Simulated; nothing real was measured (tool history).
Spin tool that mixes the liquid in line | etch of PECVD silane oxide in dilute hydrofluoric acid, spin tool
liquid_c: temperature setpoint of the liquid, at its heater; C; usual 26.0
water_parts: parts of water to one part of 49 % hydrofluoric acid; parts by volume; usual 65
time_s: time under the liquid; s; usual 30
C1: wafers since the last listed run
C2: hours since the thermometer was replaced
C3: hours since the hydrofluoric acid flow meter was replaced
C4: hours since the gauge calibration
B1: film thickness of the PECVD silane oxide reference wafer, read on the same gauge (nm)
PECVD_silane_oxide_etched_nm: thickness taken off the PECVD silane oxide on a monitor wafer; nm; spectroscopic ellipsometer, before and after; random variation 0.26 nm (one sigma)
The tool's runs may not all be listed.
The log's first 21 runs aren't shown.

{"run": 22, "hour": 445.3, "liquid_c": 21.0, "water_parts": 35, "time_s": 20, "C1": 194, "C2": 218.4, "C3": 260.4, "C4": 40.0, "B1": 30.0, "PECVD_silane_oxide_etched_nm": 27.14}
{"run": 23, "hour": 457.5, "liquid_c": 23.5, "water_parts": 65, "time_s": 30, "C1": 179, "C2": 230.6, "C3": 272.6, "C4": 52.2, "B1": 30.02, "PECVD_silane_oxide_etched_nm": 23.1}
{"run": 24, "hour": 478.5, "liquid_c": 26.0, "water_parts": 65, "time_s": 30, "C1": 309, "C2": 251.6, "C3": 293.6, "C4": 73.2, "B1": 30.03, "PECVD_silane_oxide_etched_nm": 26.17}
{"run": 25, "hour": 503.2, "liquid_c": 26.0, "water_parts": 80, "time_s": 25, "C1": 363, "C2": 276.3, "C3": 318.3, "C4": 97.9, "B1": 29.97, "PECVD_silane_oxide_etched_nm": 16.99}
{"run": 26, "hour": 529.4, "liquid_c": 28.5, "water_parts": 65, "time_s": 15, "C1": 385, "C2": 302.5, "C3": 344.5, "C4": 124.1, "B1": 30.01, "PECVD_silane_oxide_etched_nm": 13.99}
{"run": 27, "hour": 554.8, "liquid_c": 26.0, "water_parts": 55, "time_s": 15, "C1": 373, "C2": 327.9, "C3": 369.9, "C4": 149.5, "B1": 30.01, "PECVD_silane_oxide_etched_nm": 15.28}
{"run": 28, "hour": 576.9, "liquid_c": 26.0, "water_parts": 65, "time_s": 30, "C1": 325, "C2": 350.0, "C3": 392.0, "C4": 171.6, "B1": 30.01, "PECVD_silane_oxide_etched_nm": 25.38}
{"run": 29, "hour": 611.5, "liquid_c": 26.0, "water_parts": 40, "time_s": 50, "C1": 509, "C2": 384.6, "C3": 426.6, "C4": 206.2, "B1": 30.01, "PECVD_silane_oxide_etched_nm": 71.16}
{"run": 30, "hour": 633.2, "liquid_c": 23.5, "water_parts": 85, "time_s": 50, "C1": 319, "C2": 406.3, "C3": 448.3, "C4": 227.9, "B1": 29.99, "PECVD_silane_oxide_etched_nm": 28.71}
{"run": 31, "hour": 647.9, "liquid_c": 21.0, "water_parts": 55, "time_s": 45, "C1": 216, "C2": 421.0, "C3": 463.0, "C4": 242.6, "B1": 30.0, "PECVD_silane_oxide_etched_nm": 37.09}
{"run": 32, "hour": 683.6, "liquid_c": 24.0, "water_parts": 65, "time_s": 35, "C1": 525, "C2": 456.7, "C3": 498.7, "C4": 278.3, "B1": 30.0, "PECVD_silane_oxide_etched_nm": 27.12}
{"hour": 700.4, "done": "hydrofluoric acid flow meter replaced"}
{"run": 33, "hour": 705.1, "liquid_c": 26.0, "water_parts": 50, "time_s": 15, "C1": 301, "C2": 478.2, "C3": 4.7, "C4": 299.8, "B1": 30.0, "PECVD_silane_oxide_etched_nm": 17.87}

Forecast each of these 4 alternatives for the next run:
{"run": "A", "hour": 705.5, "liquid_c": 26.0, "water_parts": 65, "time_s": 30, "C1": 5, "C2": 478.6, "C3": 5.1, "C4": 300.2, "B1": "?", "PECVD_silane_oxide_etched_nm": "?"}
{"run": "B", "hour": 705.5, "liquid_c": 21.5, "water_parts": 50, "time_s": 40, "C1": 5, "C2": 478.6, "C3": 5.1, "C4": 300.2, "B1": "?", "PECVD_silane_oxide_etched_nm": "?"}
{"run": "C", "hour": 705.5, "liquid_c": 28.5, "water_parts": 65, "time_s": 30, "C1": 5, "C2": 478.6, "C3": 5.1, "C4": 300.2, "B1": "?", "PECVD_silane_oxide_etched_nm": "?"}
{"run": "D", "hour": 705.5, "liquid_c": 26.0, "water_parts": 80, "time_s": 30, "C1": 5, "C2": 478.6, "C3": 5.1, "C4": 300.2, "B1": "?", "PECVD_silane_oxide_etched_nm": "?"}

run=A B1=30.02 PECVD_silane_oxide_etched_nm=27.59
run=B B1=30.02 PECVD_silane_oxide_etched_nm=40.64
run=C B1=30.02 PECVD_silane_oxide_etched_nm=30.43
run=D B1=30.02 PECVD_silane_oxide_etched_nm=21.95
Without the tool's hidden state the same runs would have given:
run=A PECVD_silane_oxide_etched_nm=26.91
run=B PECVD_silane_oxide_etched_nm=39.56
run=C PECVD_silane_oxide_etched_nm=29.71
run=D PECVD_silane_oxide_etched_nm=21.43
